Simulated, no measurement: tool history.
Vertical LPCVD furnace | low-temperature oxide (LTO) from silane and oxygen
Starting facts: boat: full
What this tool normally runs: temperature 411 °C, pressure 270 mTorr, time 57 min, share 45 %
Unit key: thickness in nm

run,day,temperature,pressure,time,share,"read-back reference wafer on the same gauge, thickness",thickness
1,0,411,270,57,49,736.95,953.96
2,4.25,411,270,57,49,737.2,964.57
3,8.438,411,270,57,45,736.82,884.83
4,12.421,411,270,57,45,736.91,885.2
5,16.625,411,270,57,45,737.02,889.76
6,20.396,411,270,57,45,737.17,885.17
7,22.65,411,270,57,45,737.23,887.51
8,26.121,411,270,57,45,737.11,887.71
9,29.908,411,270,57,42,737.26,823.79
10,33.554,411,270,57,42,737.08,829.58
11,37.912,411,270,57,42,736.56,825.29
12,41.246,411,220,57,45,736.5,723.11
13,43.262,420,270,63,45,736.54,1074.75
14,47.625,405,310,57,50,737.17,1057.84
15,50.612,411,270,49,45,737.11,765.62
16,52.792,403,215,57,50,737.12,718.69
17,55.883,408,335,34.5,42,736.83,602.04
18,59.642,411,270,57,45,736.72,884.7
19,62.967,403,220,37.5,36,737.05,336.75
20,67.117,411,270,57,41,737.03,806.02
21,69.267,411,235,57,37,737.33,622.23
22,72.871,406,270,67,45,736.49,990.95
23,75.554,419,335,72.5,39,737.17,1300.95
24,77.771,411,270,57,45,737.15,889.84
25,82.192,411,270,34.5,45,736.4,537.77

The log once held 5 entries between its listed runs, left out of this copy. Where does each go, and what is different about the tool's unlogged condition between the listed run before it and the listed run after it?
After run 2, before run 3: gauge calibrated (day 6.067)
  the hidden state is the same at both runs
After run 11, before run 12: thermocouples replaced and temperature profile calibrated (day 40.621)
  the hidden state is the same at both runs
After run 13, before run 14: silane flow controller replaced (day 44.925)
  the hidden state is the same at both runs
After run 17, before run 18: gauge calibrated (day 58.208); pressure gauge zeroed (day 59.621)
  the hidden state is the same at both runs
